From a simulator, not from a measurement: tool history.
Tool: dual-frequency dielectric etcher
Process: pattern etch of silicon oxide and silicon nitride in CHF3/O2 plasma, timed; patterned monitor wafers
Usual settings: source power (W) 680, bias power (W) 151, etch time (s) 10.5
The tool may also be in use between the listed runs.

run,day,source power (W),bias power (W),etch time (s),wafers since the last listed run,hours since the last wet clean,hours since the last source power generator calibration,hours since the last bias power generator calibration,hours since the last upper electrode change,hours since the gauge calibration,"read-back reference wafer on the same gauge, depth_nm",mean etch depth across the wafer (nm)
1,0,680,151,10.5,0,285,4053.7,3450.7,2008.7,320.8,17.1,17.22
2,0.721,720,151,11.5,338,302.3,4071,3468,2026,338.1,17.09,19.14
3,1.517,680,151,9.5,373,321.4,4090.1,3487.1,2045.1,357.2,17.1,15.41
4,2.442,680,151,9.5,433,343.6,4112.3,3509.3,2067.3,379.4,17.09,15.52
5,3.35,760,140,10.5,426,365.4,4134.1,3531.1,2089.1,401.2,17.11,17.17
6,4.012,760,140,10.5,310,381.3,4150,3547,2105,417.1,17.11,17.28
# day 5.592: wet clean of the chamber
7,5.612,760,140,10.5,281,0.5,4188.4,3585.4,2143.4,455.5,17.09,17.25
8,6.412,680,151,10.5,375,19.7,4207.6,3604.6,2162.6,474.7,17.09,17.17
9,7.833,680,151,10.5,666,53.8,4241.7,3638.7,2196.7,508.8,17.11,17.12
10,8.825,680,151,10.5,465,77.6,4265.5,3662.5,2220.5,532.6,17.11,17.16
11,9.521,550,151,9,326,94.3,4282.2,3679.2,2237.2,549.3,17.12,13.8
12,10.871,550,151,9,633,126.7,4314.6,3711.6,2269.6,581.7,17.09,13.85
# day 12.358: upper electrode replaced
13,12.379,680,151,10.5,238,162.9,4350.8,3747.8,0.5,617.9,17.11,17.19
14,13.617,590,139,10.5,580,192.6,4380.5,3777.5,30.2,647.6,17.11,16.05
15,14.254,840,140,9.5,299,207.9,4395.8,3792.8,45.5,662.9,17.06,16.09
16,14.925,680,120,10.5,314,224,4411.9,3808.9,61.6,679,17.07,15.83
17,16.012,680,151,10.5,510,250.1,4438,3835,87.7,705.1,17.09,17.22
# day 16.971: bias power generator calibrated
18,16.992,680,151,10.5,381,273.6,4461.5,0.5,111.2,728.6,17.1,17.14
19,18.05,680,179,12.5,496,299,4486.9,25.9,136.6,754,17.11,21.55
20,19.371,680,151,13,619,330.7,4518.6,57.6,168.3,785.7,17.08,21.26
# day 19.65: gauge calibrated
21,19.896,760,119,8,246,343.3,4531.2,70.2,180.9,5.9,17.11,12.47
# day 21.092: source power generator calibrated
22,21.238,630,180,8.5,551,375.5,3.5,102.4,213.1,38.1,17.09,14.41
# day 24.175: wet clean of the chamber
23,24.512,610,135,8.5,1067,8.1,82.1,181,291.7,116.7,17.1,12.93
24,26.592,680,151,10.5,975,58,132,230.9,341.6,166.6,17.08,17.24
25,27.354,510,162,10.5,357,76.3,150.3,249.2,359.9,184.9,17.12,16.17
26,28.042,600,133,9,322,92.8,166.8,265.7,376.4,201.4,17.12,13.63
27,29.154,780,151,10.5,521,119.5,193.5,292.4,403.1,228.1,17.09,17.76
28,29.779,780,172,10.5,293,134.5,208.5,307.4,418.1,243.1,17.1,18.75
29,30.75,680,151,10.5,455,157.8,231.8,330.7,441.4,266.4,17.12,17.12
30,31.933,680,151,10.5,555,186.2,260.2,359.1,469.8,294.8,17.1,17.18

4 ways to go on from here, each from the tool as it stands after run 30. What would each give?
A,31.95,680,151,12,7,186.6,260.6,359.5,470.2,295.2,?,?
B,31.95,560,151,10.5,7,186.6,260.6,359.5,470.2,295.2,?,?
C,31.95,790,140,8.5,7,186.6,260.6,359.5,470.2,295.2,?,?
D,31.95,760,132,10.5,7,186.6,260.6,359.5,470.2,295.2,?,?

run,"read-back reference wafer on the same gauge, depth_nm",mean etch depth across the wafer (nm)
A,17.08,19.57
B,17.08,16.19
C,17.08,14.13
D,17.08,16.9
Without the tool's hidden state the same runs would have given:
run,mean etch depth across the wafer (nm)
A,19.57
B,16.19
C,14.13
D,16.9

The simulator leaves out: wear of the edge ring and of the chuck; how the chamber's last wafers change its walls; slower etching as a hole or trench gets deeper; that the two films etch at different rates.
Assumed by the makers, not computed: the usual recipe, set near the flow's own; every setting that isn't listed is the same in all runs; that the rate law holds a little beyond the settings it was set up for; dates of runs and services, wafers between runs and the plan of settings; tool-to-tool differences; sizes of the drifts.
